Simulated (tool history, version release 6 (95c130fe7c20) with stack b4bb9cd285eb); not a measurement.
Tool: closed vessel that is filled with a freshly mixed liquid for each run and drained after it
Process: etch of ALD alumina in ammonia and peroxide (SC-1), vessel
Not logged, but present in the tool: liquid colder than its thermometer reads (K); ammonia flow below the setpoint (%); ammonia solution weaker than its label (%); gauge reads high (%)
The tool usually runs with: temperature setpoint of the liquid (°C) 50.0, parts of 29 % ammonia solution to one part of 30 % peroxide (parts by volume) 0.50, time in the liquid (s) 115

run,hour,temperature setpoint of the liquid (°C),parts of 29 % ammonia solution to one part of 30 % peroxide (parts by volume),time in the liquid (s),wafers since the last listed run,hours since the thermometer was replaced,hours since the ammonia flow meter was replaced,hours since the drum of ammonia solution was connected,hours since the gauge calibration,"read-back film thickness of the ALD alumina reference wafer, read on the same gauge (nm)",thickness taken off the ALD alumina on a monitor wafer (nm)
1,0.0,54.0,0.50,115,0,3159.0,1783.9,619.6,89.1,30.012,5.431
2,7.2,43.5,0.65,115,854,3166.2,1791.1,626.8,96.3,29.981,3.091
3,21.8,43.5,0.65,115,1731,3180.8,1805.7,641.4,110.9,29.972,3.087
4,29.8,57.5,0.50,115,948,3188.8,1813.7,649.4,118.9,29.977,6.592
5,44.4,57.5,0.50,115,1731,3203.4,1828.3,664.0,133.5,30.005,6.598
# hour 88.1: thermometer replaced
6,88.6,50.0,0.50,145,5124,0.5,1872.5,708.2,177.7,29.978,6.221
# hour 98.0: ammonia flow meter replaced
7,103.3,47.5,0.35,115,1625,15.2,5.3,722.9,192.4,30.035,4.158
8,111.8,47.5,0.35,115,1008,23.7,13.8,731.4,200.9,29.976,4.172
9,118.7,58.0,0.65,115,818,30.6,20.7,738.3,207.8,29.993,7.820
10,131.2,50.0,0.50,70,1482,43.1,33.2,750.8,220.3,30.029,3.016
11,141.2,50.0,0.60,115,1186,53.1,43.2,760.8,230.3,30.007,5.046
12,158.5,50.0,0.60,115,2052,70.4,60.5,778.1,247.6,30.060,5.072
13,167.1,50.0,0.60,115,1020,79.0,69.1,786.7,256.2,30.016,5.021
14,173.6,50.0,0.50,115,770,85.5,75.6,793.2,262.7,30.020,4.936
15,180.3,50.0,0.50,115,794,92.2,82.3,799.9,269.4,30.024,4.909
16,192.3,45.0,0.50,115,1423,104.2,94.3,811.9,281.4,30.046,3.718
17,205.2,44.0,0.40,75,1530,117.1,107.2,824.8,294.3,30.010,2.233
18,218.8,53.0,0.40,155,1613,130.7,120.8,838.4,307.9,30.009,7.622
19,227.4,57.0,0.30,80,1020,139.3,129.4,847.0,316.5,29.994,4.758
20,240.4,40.0,0.25,70,1541,152.3,142.4,860.0,329.5,29.986,1.569
21,256.9,50.0,0.60,115,1957,168.8,158.9,876.5,346.0,29.994,4.999
# hour 263.8: new drum of ammonia solution connected
22,268.7,50.0,0.50,115,1281,180.6,170.7,4.9,357.8,29.980,4.906
# hour 282.3: gauge calibrated
23,284.8,44.0,0.50,115,1909,196.7,186.8,21.0,2.5,29.999,3.504
24,296.6,50.0,0.50,135,1399,208.5,198.6,32.8,14.3,30.022,5.752
25,303.6,41.5,0.75,65,830,215.5,205.6,39.8,21.3,29.999,1.779
26,312.0,57.0,0.30,80,996,223.9,214.0,48.2,29.7,30.064,4.754
27,318.7,50.0,0.50,115,794,230.6,220.7,54.9,36.4,29.958,4.887
28,334.9,50.0,0.30,95,1921,246.8,236.9,71.1,52.6,30.023,3.858
29,348.4,56.0,0.40,65,1601,260.3,250.4,84.6,66.1,30.000,3.761
30,365.2,50.0,0.35,115,1992,277.1,267.2,101.4,82.9,30.001,4.741

Some steps in thickness taken off the ALD alumina on a monitor wafer (nm) between neighbouring runs. How much of each would the tool show without its hidden state too (settings, what came in, random variation), and how much is left for the hidden state, with any gauge scatter that isn't in both results?
Run 1 -> 2: temperature setpoint of the liquid (°C) 54.0 -> 43.5, parts of 29 % ammonia solution to one part of 30 % peroxide (parts by volume) 0.50 -> 0.65. thickness taken off the ALD alumina on a monitor wafer (nm) -2.340: hidden state +0.331, all else -2.671.
Run 3 -> 4: temperature setpoint of the liquid (°C) 43.5 -> 57.5, parts of 29 % ammonia solution to one part of 30 % peroxide (parts by volume) 0.65 -> 0.50. thickness taken off the ALD alumina on a monitor wafer (nm) +3.505: hidden state -0.493, all else +3.998.
Run 5 -> 6: temperature setpoint of the liquid (°C) 57.5 -> 50.0, time in the liquid (s) 115 -> 145, thermometer replaced. thickness taken off the ALD alumina on a monitor wafer (nm) -0.377: hidden state +0.867, all else -1.244.
Run 9 -> 10: temperature setpoint of the liquid (°C) 58.0 -> 50.0, parts of 29 % ammonia solution to one part of 30 % peroxide (parts by volume) 0.65 -> 0.50, time in the liquid (s) 115 -> 70. thickness taken off the ALD alumina on a monitor wafer (nm) -4.804: hidden state +0.126, all else -4.930.
Run 17 -> 18: temperature setpoint of the liquid (°C) 44.0 -> 53.0, time in the liquid (s) 75 -> 155. thickness taken off the ALD alumina on a monitor wafer (nm) +5.389: hidden state -0.174, all else +5.563.
Run 24 -> 25: temperature setpoint of the liquid (°C) 50.0 -> 41.5, parts of 29 % ammonia solution to one part of 30 % peroxide (parts by volume) 0.50 -> 0.75, time in the liquid (s) 135 -> 65. thickness taken off the ALD alumina on a monitor wafer (nm) -3.973: hidden state +0.145, all else -4.118.

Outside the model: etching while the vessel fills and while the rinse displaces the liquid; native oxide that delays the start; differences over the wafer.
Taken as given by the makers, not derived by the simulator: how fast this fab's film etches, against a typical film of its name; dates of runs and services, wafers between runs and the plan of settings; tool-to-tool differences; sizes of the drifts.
